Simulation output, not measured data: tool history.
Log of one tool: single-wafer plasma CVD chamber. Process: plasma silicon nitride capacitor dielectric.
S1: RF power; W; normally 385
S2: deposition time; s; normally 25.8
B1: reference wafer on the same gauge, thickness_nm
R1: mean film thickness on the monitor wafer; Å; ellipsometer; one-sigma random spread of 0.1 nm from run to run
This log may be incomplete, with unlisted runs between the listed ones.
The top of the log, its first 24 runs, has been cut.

run,hour,S1,S2,B1,R1
25,590.8,330,22.9,35.111,290.59
26,608.3,385,25.8,35.118,346.59
27,632.9,385,22.4,35.111,297.69
28,659.5,360,21.7,35.119,282.74
29,688.5,385,30.1,35.111,400.77
# hour 723.2: showerhead replaced
30,781.7,340,22.7,35.109,290.16
31,801.1,385,25.8,35.129,342.62
32,821.5,385,25.8,35.112,342.25
33,836.1,455,27.9,35.094,390
34,864.3,455,29.9,35.101,414.83
35,887.3,385,25.8,35.088,340.63
# hour 890: gauge calibrated
36,917.6,320,23.5,35.121,293.47

3 options for the next run, each taken on its own from the tool as it stands now. Forecast them:
A,918,330,25.8,?,?
B,918,430,28.6,?,?
C,918,355,21.8,?,?

run,B1,R1
A,35.11,323.21
B,35.11,389.22
C,35.11,279.44
Without the tool's unlogged condition, the same runs would have read:
run,R1
A,329.36
B,396.63
C,284.75

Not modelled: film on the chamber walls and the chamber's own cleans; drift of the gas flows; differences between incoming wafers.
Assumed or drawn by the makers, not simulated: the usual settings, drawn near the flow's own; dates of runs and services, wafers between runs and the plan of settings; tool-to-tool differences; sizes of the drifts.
